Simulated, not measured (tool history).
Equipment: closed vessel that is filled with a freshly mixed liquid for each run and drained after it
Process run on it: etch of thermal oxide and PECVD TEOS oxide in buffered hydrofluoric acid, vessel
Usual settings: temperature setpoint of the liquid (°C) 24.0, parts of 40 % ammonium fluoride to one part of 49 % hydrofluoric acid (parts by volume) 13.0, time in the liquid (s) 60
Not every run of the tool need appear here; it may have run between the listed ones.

| run | hour | temperature setpoint of the liquid (°C) | parts of 40 % ammonium fluoride to one part of 49 % hydrofluoric acid (parts by volume) | time in the liquid (s) | read-back film thickness of the thermal oxide reference wafer, read on the same gauge (nm) | read-back film thickness of the PECVD TEOS oxide reference wafer, read on the same gauge (nm) | thickness taken off the thermal oxide on a monitor wafer (angstrom) | thickness taken off the PECVD TEOS oxide on a monitor wafer (angstrom) |
|---|---|---|---|---|---|---|---|---|
| 1 | 0.0 | 24.0 | 13.0 | 60 | 90.01 | 90.00 | 540.9 | 1158.5 |
| 2 | 20.9 | 24.0 | 13.0 | 60 | 90.00 | 89.96 | 540.4 | 1181.7 |
| 3 | 49.1 | 24.0 | 13.0 | 60 | 89.98 | 90.00 | 537.5 | 1162.7 |
| 4 | 70.9 | 24.0 | 13.0 | 35 | 89.98 | 90.04 | 312.0 | 694.8 |
| 5 | 101.2 | 24.0 | 13.0 | 60 | 89.98 | 89.99 | 537.2 | 1183.4 |
| 6 | 129.6 | 24.0 | 11.0 | 60 | 90.02 | 90.03 | 629.4 | 1360.8 |
| 7 | 142.3 | 26.0 | 15.0 | 60 | 90.01 | 90.01 | 508.7 | 1129.2 |
| 8 | 168.2 | 26.0 | 15.0 | 60 | 90.00 | 90.00 | 513.3 | 1119.9 |
| 9 | 186.3 | 20.5 | 9.5 | 60 | 90.00 | 90.00 | 594.0 | 1300.7 |
|  | 212.9 | thermometer replaced |
| 10 | 217.1 | 24.0 | 13.0 | 60 | 89.99 | 90.04 | 527.5 | 1160.7 |
| 11 | 230.9 | 21.5 | 11.5 | 60 | 90.01 | 90.03 | 514.7 | 1132.6 |
| 12 | 253.3 | 24.0 | 13.0 | 60 | 90.04 | 89.98 | 526.8 | 1171.7 |
| 13 | 276.7 | 20.0 | 14.5 | 60 | 89.97 | 89.97 | 381.1 | 832.5 |
| 14 | 309.7 | 24.0 | 13.0 | 60 | 89.98 | 90.02 | 517.2 | 1150.8 |
| 15 | 341.7 | 28.5 | 8.5 | 40 | 89.99 | 89.99 | 648.3 | 1442.9 |
|  | 346.4 | hydrofluoric acid flow meter replaced |
|  | 354.7 | gauge calibrated |
| 16 | 365.1 | 24.0 | 13.0 | 40 | 89.99 | 89.99 | 365.9 | 813.5 |
| 17 | 393.3 | 24.0 | 13.0 | 60 | 90.01 | 89.96 | 548.4 | 1205.9 |
| 18 | 421.5 | 22.5 | 15.5 | 30 | 90.02 | 90.01 | 210.7 | 458.2 |
| 19 | 517.3 | 21.5 | 10.0 | 30 | 90.00 | 89.98 | 307.6 | 674.3 |
| 20 | 550.3 | 19.5 | 17.5 | 60 | 90.02 | 90.03 | 319.1 | 683.8 |
| 21 | 585.1 | 24.0 | 16.5 | 50 | 90.01 | 90.02 | 357.1 | 783.8 |
| 22 | 604.4 | 24.0 | 17.5 | 75 | 90.00 | 89.99 | 504.7 | 1117.0 |
| 23 | 617.0 | 20.0 | 13.0 | 60 | 89.99 | 89.99 | 435.3 | 953.9 |
| 24 | 643.7 | 24.0 | 10.5 | 30 | 89.96 | 90.00 | 334.3 | 724.1 |
| 25 | 669.6 | 24.0 | 13.0 | 60 | 90.00 | 90.00 | 539.2 | 1194.0 |
| 26 | 689.6 | 22.5 | 13.0 | 95 | 90.00 | 89.97 | 782.8 | 1719.3 |
| 27 | 711.2 | 21.0 | 9.5 | 75 | 90.00 | 89.94 | 773.5 | 1679.3 |

Results per run with the tool's hidden condition removed, run-to-run variation unchanged:
Hidden state at play: liquid hotter than its thermometer reads (K); hydrofluoric acid flow below the setpoint (%); gauge reads high (%).
| run | thickness taken off the thermal oxide on a monitor wafer (angstrom) | thickness taken off the PECVD TEOS oxide on a monitor wafer (angstrom) |
|---|---|---|
| 1 | 556.1 | 1191.2 |
| 2 | 556.5 | 1216.9 |
| 3 | 554.7 | 1199.9 |
| 4 | 322.5 | 718.2 |
| 5 | 556.6 | 1226.1 |
| 6 | 653.4 | 1412.6 |
| 7 | 528.7 | 1173.7 |
| 8 | 534.6 | 1166.4 |
| 9 | 610.2 | 1336.3 |
| 10 | 551.3 | 1213.3 |
| 11 | 538.6 | 1185.0 |
| 12 | 552.2 | 1228.2 |
| 13 | 400.3 | 874.3 |
| 14 | 544.5 | 1211.6 |
| 15 | 688.1 | 1531.7 |
| 16 | 368.1 | 818.3 |
| 17 | 552.8 | 1215.7 |
| 18 | 212.9 | 462.8 |
| 19 | 312.9 | 686.0 |
| 20 | 325.5 | 697.5 |
| 21 | 365.2 | 801.6 |
| 22 | 516.9 | 1144.0 |
| 23 | 446.2 | 977.7 |
| 24 | 343.3 | 743.7 |
| 25 | 554.9 | 1228.8 |
| 26 | 806.8 | 1772.1 |
| 27 | 789.5 | 1714.1 |
